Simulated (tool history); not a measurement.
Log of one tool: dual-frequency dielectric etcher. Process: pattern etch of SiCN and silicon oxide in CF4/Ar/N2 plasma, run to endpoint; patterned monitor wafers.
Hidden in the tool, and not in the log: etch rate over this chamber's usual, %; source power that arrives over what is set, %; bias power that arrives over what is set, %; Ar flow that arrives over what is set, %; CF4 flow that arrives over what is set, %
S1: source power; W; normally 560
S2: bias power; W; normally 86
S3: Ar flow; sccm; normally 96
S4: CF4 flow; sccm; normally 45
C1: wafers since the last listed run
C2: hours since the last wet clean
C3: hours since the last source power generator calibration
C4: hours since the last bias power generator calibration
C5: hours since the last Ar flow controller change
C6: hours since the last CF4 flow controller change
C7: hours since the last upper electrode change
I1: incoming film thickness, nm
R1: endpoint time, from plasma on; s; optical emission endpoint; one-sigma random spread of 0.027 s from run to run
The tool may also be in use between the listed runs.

run 1 hour=0.0 | S1=560 S2=70 S3=104 S4=45 | C1=0 C2=257.9 C3=2440.0 C4=31.7 C5=4894.1 C6=2397.5 C7=90.0 | I1=10.55 | R1=9.5
run 2 hour=18.8 | S1=560 S2=86 S3=96 S4=45 | C1=216 C2=276.7 C3=2458.8 C4=50.5 C5=4912.9 C6=2416.3 C7=108.8 | I1=10.63 | R1=8.6
run 3 hour=34.3 | S1=560 S2=97 S3=96 S4=51 | C1=178 C2=292.2 C3=2474.3 C4=66.0 C5=4928.4 C6=2431.8 C7=124.3 | I1=10.58 | R1=8.0
run 4 hour=51.3 | S1=560 S2=86 S3=107 S4=40 | C1=196 C2=309.2 C3=2491.3 C4=83.0 C5=4945.4 C6=2448.8 C7=141.3 | I1=10.54 | R1=8.9
run 5 hour=80.6 | S1=510 S2=86 S3=96 S4=49 | C1=338 C2=338.5 C3=2520.6 C4=112.3 C5=4974.7 C6=2478.1 C7=170.6 | I1=10.66 | R1=9.1
run 6 hour=113.0 | S1=560 S2=86 S3=96 S4=38 | C1=373 C2=370.9 C3=2553.0 C4=144.7 C5=5007.1 C6=2510.5 C7=203.0 | I1=10.61 | R1=8.8
-- hour=142.6 Ar flow controller replaced
-- hour=163.1 wet clean of the chamber
run 7 hour=193.9 | S1=560 S2=86 S3=77 S4=50 | C1=627 C2=30.8 C3=2633.9 C4=225.6 C5=51.3 C6=2591.4 C7=283.9 | I1=10.51 | R1=8.4
-- hour=216.4 source power generator calibrated
run 8 hour=229.0 | S1=560 S2=86 S3=96 S4=39 | C1=358 C2=65.9 C3=12.6 C4=260.7 C5=86.4 C6=2626.5 C7=319.0 | I1=10.49 | R1=9.2
-- hour=261.1 CF4 flow controller replaced
run 9 hour=261.6 | S1=630 S2=71 S3=96 S4=45 | C1=307 C2=98.5 C3=45.2 C4=293.3 C5=119.0 C6=0.5 C7=351.6 | I1=10.62 | R1=9.1
run 10 hour=284.7 | S1=560 S2=65 S3=96 S4=38 | C1=266 C2=121.6 C3=68.3 C4=316.4 C5=142.1 C6=23.6 C7=374.7 | I1=10.64 | R1=10.6
run 11 hour=309.2 | S1=490 S2=86 S3=107 S4=45 | C1=282 C2=146.1 C3=92.8 C4=340.9 C5=166.6 C6=48.1 C7=399.2 | I1=10.69 | R1=10.1
run 12 hour=325.2 | S1=690 S2=94 S3=96 S4=51 | C1=184 C2=162.1 C3=108.8 C4=356.9 C5=182.6 C6=64.1 C7=415.2 | I1=10.55 | R1=7.3
run 13 hour=337.5 | S1=560 S2=86 S3=96 S4=35 | C1=141 C2=174.4 C3=121.1 C4=369.2 C5=194.9 C6=76.4 C7=427.5 | I1=10.70 | R1=9.5
run 14 hour=354.9 | S1=510 S2=102 S3=96 S4=45 | C1=200 C2=191.8 C3=138.5 C4=386.6 C5=212.3 C6=93.8 C7=444.9 | I1=10.56 | R1=8.9
run 15 hour=384.7 | S1=610 S2=86 S3=96 S4=45 | C1=343 C2=221.6 C3=168.3 C4=416.4 C5=242.1 C6=123.6 C7=474.7 | I1=10.65 | R1=8.4
run 16 hour=400.2 | S1=560 S2=86 S3=84 S4=48 | C1=178 C2=237.1 C3=183.8 C4=431.9 C5=257.6 C6=139.1 C7=490.2 | I1=10.60 | R1=8.8
run 17 hour=445.5 | S1=430 S2=86 S3=96 S4=41 | C1=522 C2=282.4 C3=229.1 C4=477.2 C5=302.9 C6=184.4 C7=535.5 | I1=10.58 | R1=10.8
run 18 hour=481.2 | S1=630 S2=103 S3=96 S4=50 | C1=412 C2=318.1 C3=264.8 C4=512.9 C5=338.6 C6=220.1 C7=571.2 | I1=10.58 | R1=7.4
run 19 hour=498.8 | S1=500 S2=86 S3=96 S4=45 | C1=203 C2=335.7 C3=282.4 C4=530.5 C5=356.2 C6=237.7 C7=588.8 | I1=10.68 | R1=9.7
run 20 hour=518.7 | S1=560 S2=86 S3=96 S4=45 | C1=229 C2=355.6 C3=302.3 C4=550.4 C5=376.1 C6=257.6 C7=608.7 | I1=10.67 | R1=8.9
run 21 hour=544.1 | S1=560 S2=79 S3=96 S4=45 | C1=293 C2=381.0 C3=327.7 C4=575.8 C5=401.5 C6=283.0 C7=634.1 | I1=10.52 | R1=9.1
run 22 hour=578.4 | S1=560 S2=86 S3=96 S4=45 | C1=395 C2=415.3 C3=362.0 C4=610.1 C5=435.8 C6=317.3 C7=668.4 | I1=10.59 | R1=8.8
-- hour=622.2 wet clean of the chamber
run 23 hour=622.7 | S1=560 S2=86 S3=96 S4=45 | C1=234 C2=0.5 C3=406.3 C4=654.4 C5=480.1 C6=361.6 C7=712.7 | I1=10.55 | R1=8.9
run 24 hour=632.4 | S1=520 S2=95 S3=74 S4=36 | C1=111 C2=10.2 C3=416.0 C4=664.1 C5=489.8 C6=371.3 C7=722.4 | I1=10.61 | R1=9.1

Branching from run 24: 4 alternative next runs. What would each branch give?
run A hour=632.8 | S1=560 S2=86 S3=72 S4=45 | C1=4 C2=10.6 C3=416.4 C4=664.5 C5=490.2 C6=371.7 C7=722.8 | I1=10.58 | R1=?
run B hour=632.8 | S1=440 S2=69 S3=119 S4=49 | C1=4 C2=10.6 C3=416.4 C4=664.5 C5=490.2 C6=371.7 C7=722.8 | I1=10.58 | R1=?
run C hour=632.8 | S1=560 S2=65 S3=96 S4=45 | C1=4 C2=10.6 C3=416.4 C4=664.5 C5=490.2 C6=371.7 C7=722.8 | I1=10.58 | R1=?
run D hour=632.8 | S1=560 S2=107 S3=89 S4=49 | C1=4 C2=10.6 C3=416.4 C4=664.5 C5=490.2 C6=371.7 C7=722.8 | I1=10.58 | R1=?

run=A R1=8.7
run=B R1=11.8
run=C R1=10.1
run=D R1=7.9
With no hidden state in the tool, these same runs would have given:
run=A R1=8.8
run=B R1=12.0
run=C R1=10.3
run=D R1=8.1
